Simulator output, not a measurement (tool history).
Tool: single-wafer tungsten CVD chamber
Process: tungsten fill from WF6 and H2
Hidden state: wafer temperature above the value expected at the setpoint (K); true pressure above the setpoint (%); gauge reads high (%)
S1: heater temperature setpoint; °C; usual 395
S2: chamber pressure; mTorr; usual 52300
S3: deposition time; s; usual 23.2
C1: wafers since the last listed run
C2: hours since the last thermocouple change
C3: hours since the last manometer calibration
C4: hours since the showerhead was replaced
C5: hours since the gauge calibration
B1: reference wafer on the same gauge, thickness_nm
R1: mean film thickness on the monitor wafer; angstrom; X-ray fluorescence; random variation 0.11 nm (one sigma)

run   hour   S1     S2    S3   C1      C2      C3      C4     C5      B1      R1
  1    0.0  399  52300  23.2    0  1922.7  1106.7  7986.4   23.5  62.698  870.44
  2   11.2  395  52300  23.2  339  1933.9  1117.9  7997.6   34.7  62.697  820.36
  3   23.2  395  52300  23.2  363  1945.9  1129.9  8009.6   46.7  62.718  822.23
  4   32.9  395  52300  23.2  294  1955.6  1139.6  8019.3   56.4  62.674  819.79
  5   42.5  395  52300  23.2  290  1965.2  1149.2  8028.9   66.0  62.696  821.72
      55.4  -- capacitance manometer re-zeroed and calibrated
      62.1  -- thermocouple changed; heater temperature recalibrated
      68.4  -- showerhead replaced
  6   68.9  395  52300  23.2  165     6.8    13.5     0.5   92.4  62.720  758.88
  7   69.2  395  52300  23.2    9     7.1    13.8     0.8   92.7  62.723  756.32
  8   71.9  388  43400  25.4   81     9.8    16.5     3.5   95.4  62.700  628.75
  9   83.0  395  52300  25.3  336    20.9    27.6    14.6  106.5  62.729  827.78
     100.0  -- gauge calibrated
 10  100.8  395  52300  23.2  539    38.7    45.4    32.4    0.8  62.662  754.81
 11  113.1  395  52300  23.2  372    51.0    57.7    44.7   13.1  62.682  756.87
 12  120.8  400  52300  27.2  233    58.7    65.4    52.4   20.8  62.687  964.10
 13  127.3  385  62000  25.3  197    65.2    71.9    58.9   27.3  62.652  790.00
 14  144.1  399  57800  21.7  509    82.0    88.7    75.7   44.1  62.704  814.26

What the log doesn't show, run by run:
true pressure above the setpoint (%): 0 in every run
gauge reads high (%): 0 in every run
H1: wafer temperature above the value expected at the setpoint (K)
run     H1
  1    5.4
  2   5.44
  3   5.47
  4    5.5
  5   5.52
  6  0.504
  7  0.505
  8  0.513
  9  0.544
 10  0.594
 11  0.629
 12  0.651
 13  0.669
 14  0.717
